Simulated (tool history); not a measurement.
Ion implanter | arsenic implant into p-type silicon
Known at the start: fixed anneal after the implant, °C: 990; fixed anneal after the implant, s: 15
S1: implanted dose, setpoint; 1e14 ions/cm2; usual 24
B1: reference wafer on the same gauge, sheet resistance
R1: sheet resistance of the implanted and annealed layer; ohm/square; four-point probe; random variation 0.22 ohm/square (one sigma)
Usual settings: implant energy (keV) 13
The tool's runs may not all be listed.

{"run": 1, "hour": 0.0, "S1": 24, "implant energy (keV)": 9.5, "B1": 112.98, "R1": 148.19}
{"run": 2, "hour": 78.5, "S1": 24, "implant energy (keV)": 9.5, "B1": 113, "R1": 149.07}
{"run": 3, "hour": 184.1, "S1": 24, "implant energy (keV)": 13, "B1": 113.01, "R1": 137.52}
{"run": 4, "hour": 241.5, "S1": 24, "implant energy (keV)": 13, "B1": 112.96, "R1": 138.07}
{"hour": 256.8, "done": "gauge calibrated"}
{"run": 5, "hour": 314.3, "S1": 24, "implant energy (keV)": 13, "B1": 112.98, "R1": 138.03}
{"run": 6, "hour": 372.3, "S1": 24, "implant energy (keV)": 13, "B1": 112.99, "R1": 137.79}
{"run": 7, "hour": 580.7, "S1": 24, "implant energy (keV)": 13, "B1": 112.97, "R1": 137.95}
{"run": 8, "hour": 686.2, "S1": 24, "implant energy (keV)": 13, "B1": 113, "R1": 138.21}
{"run": 9, "hour": 768.8, "S1": 28.39, "implant energy (keV)": 13, "B1": 113.01, "R1": 135.49}
{"run": 10, "hour": 857.2, "S1": 28.39, "implant energy (keV)": 13, "B1": 113, "R1": 135.7}
{"run": 11, "hour": 963.1, "S1": 27.94, "implant energy (keV)": 13, "B1": 112.99, "R1": 135.47}
{"run": 12, "hour": 1015.2, "S1": 24, "implant energy (keV)": 13, "B1": 112.99, "R1": 137.92}
{"hour": 1175.6, "done": "gauge calibrated"}
{"run": 13, "hour": 1184.3, "S1": 29.09, "implant energy (keV)": 10.5, "B1": 112.99, "R1": 142.1}
{"run": 14, "hour": 1286.7, "S1": 24, "implant energy (keV)": 9.5, "B1": 112.98, "R1": 148.77}
{"hour": 1348.1, "done": "extraction supply calibrated"}
{"run": 15, "hour": 1350.3, "S1": 21.13, "implant energy (keV)": 11, "B1": 113.02, "R1": 145.09}
{"run": 16, "hour": 1436.6, "S1": 29.2, "implant energy (keV)": 15, "B1": 113.05, "R1": 128.51}
{"hour": 1523.0, "done": "Faraday cup replaced and dose calibrated"}
{"run": 17, "hour": 1527.2, "S1": 24, "implant energy (keV)": 15, "B1": 113.01, "R1": 131.2}
{"run": 18, "hour": 1625.6, "S1": 24, "implant energy (keV)": 13, "B1": 113.01, "R1": 137.32}
{"run": 19, "hour": 1724.6, "S1": 21.52, "implant energy (keV)": 9.5, "B1": 112.99, "R1": 150.39}
{"run": 20, "hour": 1825.0, "S1": 19.43, "implant energy (keV)": 17, "B1": 112.97, "R1": 129.3}
{"run": 21, "hour": 1918.6, "S1": 19.2, "implant energy (keV)": 17.5, "B1": 113, "R1": 128.49}

Forecast each of these 3 alternatives for the next run:
{"run": "A", "hour": 1919.0, "S1": 24, "implant energy (keV)": 13, "B1": "?", "R1": "?"}
{"run": "B", "hour": 1919.0, "S1": 26.19, "implant energy (keV)": 11, "B1": "?", "R1": "?"}
{"run": "C", "hour": 1919.0, "S1": 25.83, "implant energy (keV)": 16.5, "B1": "?", "R1": "?"}

run=A B1=112.98 R1=137.94
run=B B1=112.98 R1=142.41
run=C B1=112.98 R1=126.88
Without the tool's hidden state the same runs would have given:
run=A R1=136.79
run=B R1=141.42
run=C R1=125.54
